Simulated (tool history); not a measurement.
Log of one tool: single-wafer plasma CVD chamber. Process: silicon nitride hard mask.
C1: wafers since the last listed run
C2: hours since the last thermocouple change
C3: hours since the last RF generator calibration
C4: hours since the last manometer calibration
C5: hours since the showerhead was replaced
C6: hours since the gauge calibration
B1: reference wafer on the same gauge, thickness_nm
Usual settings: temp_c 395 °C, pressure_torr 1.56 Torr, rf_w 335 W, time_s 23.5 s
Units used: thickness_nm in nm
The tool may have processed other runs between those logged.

Run 1, day 0: usual settings; C1 0; C2 981.9; C3 389.3; C4 867.5; C5 2040.5; C6 191.5; B1 22.555. Result: thickness_nm 27.326 nm.
Run 2, day 2.742: usual settings but pressure_torr 1.48 Torr; C1 2691; C2 1047.7; C3 455.1; C4 933.3; C5 2106.3; C6 257.3; B1 22.549. Result: thickness_nm 26.534 nm.
Run 3, day 4.608: usual settings but temp_c 391 °C, time_s 22.1 s; C1 1832; C2 1092.5; C3 499.9; C4 978.1; C5 2151.1; C6 302.1; B1 22.559. Result: thickness_nm 25.762 nm.
Run 4, day 6.725: usual settings but temp_c 391 °C, time_s 22.1 s; C1 2077; C2 1143.3; C3 550.7; C4 1028.9; C5 2201.9; C6 352.9; B1 22.557. Result: thickness_nm 25.772 nm.
Run 5, day 8.938: usual settings but pressure_torr 1.22 Torr; C1 2172; C2 1196.4; C3 603.8; C4 1082; C5 2255; C6 406; B1 22.565. Result: thickness_nm 23.601 nm.
Run 6, day 11.425: usual settings; C1 2442; C2 1256.1; C3 663.5; C4 1141.7; C5 2314.7; C6 465.7; B1 22.548. Result: thickness_nm 27.306 nm.
Run 7, day 13.271: usual settings but temp_c 381 °C, time_s 25 s; C1 1812; C2 1300.4; C3 707.8; C4 1186; C5 2359; C6 510; B1 22.549. Result: thickness_nm 29.212 nm.
Run 8, day 17.438: usual settings but pressure_torr 1.71 Torr, time_s 24.8 s; C1 4090; C2 1400.4; C3 807.8; C4 1286; C5 2459; C6 610; B1 22.542. Result: thickness_nm 30.11 nm.
Run 9, day 21.879: usual settings but temp_c 403 °C, pressure_torr 1.24 Torr, rf_w 300 W; C1 4360; C2 1507; C3 914.4; C4 1392.6; C5 2565.6; C6 716.6; B1 22.543. Result: thickness_nm 22.113 nm.
At day 23.379: capacitance manometer re-zeroed and calibrated.
Run 10, day 26.008: usual settings but temp_c 389 °C, pressure_torr 1.36 Torr, rf_w 360 W, time_s 25.5 s; C1 3726; C2 1606.1; C3 1013.5; C4 63.1; C5 2664.7; C6 815.7; B1 22.529. Result: thickness_nm 28.881 nm.
Run 11, day 27.583: usual settings but pressure_torr 1.39 Torr, rf_w 385 W, time_s 25.4 s; C1 1546; C2 1643.9; C3 1051.3; C4 100.9; C5 2702.5; C6 853.5; B1 22.525. Result: thickness_nm 30.248 nm.
Run 12, day 31.275: usual settings; C1 3624; C2 1732.5; C3 1139.9; C4 189.5; C5 2791.1; C6 942.1; B1 22.531. Result: thickness_nm 27.22 nm.
At day 33.042: showerhead replaced.
Run 13, day 35.179: usual settings but temp_c 387 °C, pressure_torr 1.76 Torr, rf_w 300 W, time_s 19 s; C1 3505; C2 1826.2; C3 1233.6; C4 283.2; C5 51.3; C6 1035.8; B1 22.518. Result: thickness_nm 21.828 nm.
At day 36.862: thermocouple changed; heater temperature recalibrated.
Run 14, day 38.292: usual settings but pressure_torr 1.68 Torr, rf_w 385 W; C1 2728; C2 34.3; C3 1308.3; C4 357.9; C5 126; C6 1110.5; B1 22.518. Result: thickness_nm 30.844 nm.
Run 15, day 41.829: usual settings; C1 3472; C2 119.2; C3 1393.2; C4 442.8; C5 210.9; C6 1195.4; B1 22.508. Result: thickness_nm 27.216 nm.
At day 43.388: RF generator calibrated.
Run 16, day 43.721: usual settings but temp_c 383 °C, pressure_torr 1.29 Torr, rf_w 370 W, time_s 21.2 s; C1 1529; C2 164.6; C3 8; C4 488.2; C5 256.3; C6 1240.8; B1 22.506. Result: thickness_nm 23.632 nm.
Run 17, day 46.179: usual settings but time_s 24.7 s; C1 2413; C2 223.6; C3 67; C4 547.2; C5 315.3; C6 1299.8; B1 22.499. Result: thickness_nm 28.535 nm.
Run 18, day 49.504: usual settings; C1 3264; C2 303.4; C3 146.8; C4 627; C5 395.1; C6 1379.6; B1 22.488. Result: thickness_nm 27.2 nm.
Run 19, day 51.212: usual settings but temp_c 384 °C, rf_w 365 W, time_s 25.3 s; C1 1677; C2 344.4; C3 187.8; C4 668; C5 436.1; C6 1420.6; B1 22.48. Result: thickness_nm 31.047 nm.
Run 20, day 54.075: usual settings but pressure_torr 1.31 Torr, time_s 19.5 s; C1 2810; C2 413.1; C3 256.5; C4 736.7; C5 504.8; C6 1489.3; B1 22.477. Result: thickness_nm 20.48 nm.
Run 21, day 56.075: usual settings but temp_c 386 °C, pressure_torr 1.91 Torr, time_s 24.7 s; C1 1963; C2 461.1; C3 304.5; C4 784.7; C5 552.8; C6 1537.3; B1 22.477. Result: thickness_nm 31.343 nm.
Run 22, day 59.4: usual settings but temp_c 402 °C, rf_w 400 W; C1 3264; C2 540.9; C3 384.3; C4 864.5; C5 632.6; C6 1617.1; B1 22.462. Result: thickness_nm 30.219 nm.
Run 23, day 63.492: usual settings but pressure_torr 1.94 Torr, rf_w 375 W, time_s 25.7 s; C1 4016; C2 639.1; C3 482.5; C4 962.7; C5 730.8; C6 1715.3; B1 22.451. Result: thickness_nm 34.979 nm.
Run 24, day 67.767: usual settings; C1 4196; C2 741.7; C3 585.1; C4 1065.3; C5 833.4; C6 1817.9; B1 22.431. Result: thickness_nm 27.229 nm.
Run 25, day 70.667: usual settings but temp_c 386 °C, pressure_torr 1.79 Torr, rf_w 275 W, time_s 28.1 s; C1 2846; C2 811.3; C3 654.7; C4 1134.9; C5 903; C6 1887.5; B1 22.427. Result: thickness_nm 30.403 nm.
Run 26, day 74.725: usual settings; C1 3984; C2 908.7; C3 752.1; C4 1232.3; C5 1000.4; C6 1984.9; B1 22.423. Result: thickness_nm 27.146 nm.
Run 27, day 77.271: usual settings but temp_c 403 °C, pressure_torr 1.41 Torr, rf_w 305 W, time_s 27.3 s; C1 2499; C2 969.8; C3 813.2; C4 1293.4; C5 1061.5; C6 2046; B1 22.408. Result: thickness_nm 27.892 nm.
At day 78.967: capacitance manometer re-zeroed and calibrated.
Run 28, day 79.238: usual settings but pressure_torr 1.44 Torr, time_s 19.6 s; C1 1603; C2 1017; C3 860.4; C4 6.5; C5 1108.7; C6 2093.2; B1 22.395. Result: thickness_nm 21.719 nm.
Run 29, day 82.008: usual settings but temp_c 401 °C, rf_w 375 W; C1 2720; C2 1083.5; C3 926.9; C4 73; C5 1175.2; C6 2159.7; B1 22.394. Result: thickness_nm 29.032 nm.

Here are 3 independent what-if runs from the current tool condition. What would each one return?
Run A, day 82.025: usual settings; C1 16; C2 1083.9; C3 927.3; C4 73.4; C5 1175.6; C6 2160.1; B1 ?. Result: thickness_nm ?.
Run B, day 82.025: usual settings but pressure_torr 1.23 Torr, time_s 20 s; C1 16; C2 1083.9; C3 927.3; C4 73.4; C5 1175.6; C6 2160.1; B1 ?. Result: thickness_nm ?.
Run C, day 82.025: usual settings but pressure_torr 1.77 Torr; C1 16; C2 1083.9; C3 927.3; C4 73.4; C5 1175.6; C6 2160.1; B1 ?. Result: thickness_nm ?.

run      B1  thickness_nm
  A  22.392        27.061
  B  22.392         20.03
  C  22.392        28.678
Stripped of hidden state, with their random variation kept, the same runs would have yielded:
run  thickness_nm
  A        27.321
  B        20.222
  C        28.953
